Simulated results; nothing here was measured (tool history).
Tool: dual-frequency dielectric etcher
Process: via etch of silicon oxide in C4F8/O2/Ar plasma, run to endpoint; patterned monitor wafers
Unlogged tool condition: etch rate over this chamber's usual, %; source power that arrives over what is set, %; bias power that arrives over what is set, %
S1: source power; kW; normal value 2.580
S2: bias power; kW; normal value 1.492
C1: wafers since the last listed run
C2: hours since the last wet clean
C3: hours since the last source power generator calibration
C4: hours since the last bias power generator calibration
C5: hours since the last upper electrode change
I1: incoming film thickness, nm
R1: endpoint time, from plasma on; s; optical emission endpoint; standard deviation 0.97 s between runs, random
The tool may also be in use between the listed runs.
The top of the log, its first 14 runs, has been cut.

run    hour     S1     S2    C1     C2      C3      C4      C5     I1     R1
 15  1117.9  2.580  1.492   391  585.4  2999.0  3173.4  2820.7  907.0  179.5
     1167.5  -- wet clean of the chamber
 16  1224.1  2.230  1.155   499   56.6  3105.2  3279.6  2926.9  903.6  186.5
 17  1289.7  2.230  1.330   398  122.2  3170.8  3345.2  2992.5  904.2  183.0
     1327.0  -- bias power generator calibrated
     1370.9  -- upper electrode replaced, of another model than before
 18  1383.7  3.170  1.291   401  216.2  3264.8    56.7    12.8  905.7  158.6
 19  1461.0  2.580  1.492   469  293.5  3342.1   134.0    90.1  899.4  174.6
 20  1532.2  2.390  1.492   432  364.7  3413.3   205.2   161.3  902.9  182.7
 21  1599.0  2.760  1.492   405  431.5  3480.1   272.0   228.1  909.9  166.7
 22  1649.0  2.990  1.350   303  481.5  3530.1   322.0   278.1  910.5  167.5
     1824.3  -- wet clean of the chamber
 23  1857.1  2.970  1.217  1118   32.8  3738.2   530.1   486.2  905.8  166.0
     1886.4  -- source power generator calibrated
 24  1925.4  2.580  1.587   390  101.1    39.0   598.4   554.5  906.2  166.6
 25  1995.8  2.900  1.592   427  171.5   109.4   668.8   624.9  910.1  158.4
 26  2052.1  2.580  1.613   342  227.8   165.7   725.1   681.2  916.2  171.3
 27  2150.2  2.580  1.492   596  325.9   263.8   823.2   779.3  905.9  174.2
 28  2248.7  2.900  1.492   598  424.4   362.3   921.7   877.8  911.5  164.5
 29  2347.5  2.790  1.239   600  523.2   461.1  1020.5   976.6  907.9  178.3
     2384.7  -- wet clean of the chamber
 30  2403.8  2.580  1.492   196   19.1   517.4  1076.8  1032.9  905.8  168.0
 31  2455.6  2.580  1.492   314   70.9   569.2  1128.6  1084.7  908.0  168.8

Forecast each of these 3 alternatives for the next run:
  A  2456.1  2.580  1.492   3  71.4  569.7  1129.1  1085.2  896.3   ?
  B  2456.1  3.140  1.170   3  71.4  569.7  1129.1  1085.2  896.3   ?
  C  2456.1  2.000  1.371   3  71.4  569.7  1129.1  1085.2  896.3   ?

run     R1
  A  169.0
  B  160.8
  C  206.4
The same runs, with their run-to-run variation unchanged, on a tool lacking any hidden condition would have given:
run     R1
  A  168.6
  B  160.4
  C  205.9

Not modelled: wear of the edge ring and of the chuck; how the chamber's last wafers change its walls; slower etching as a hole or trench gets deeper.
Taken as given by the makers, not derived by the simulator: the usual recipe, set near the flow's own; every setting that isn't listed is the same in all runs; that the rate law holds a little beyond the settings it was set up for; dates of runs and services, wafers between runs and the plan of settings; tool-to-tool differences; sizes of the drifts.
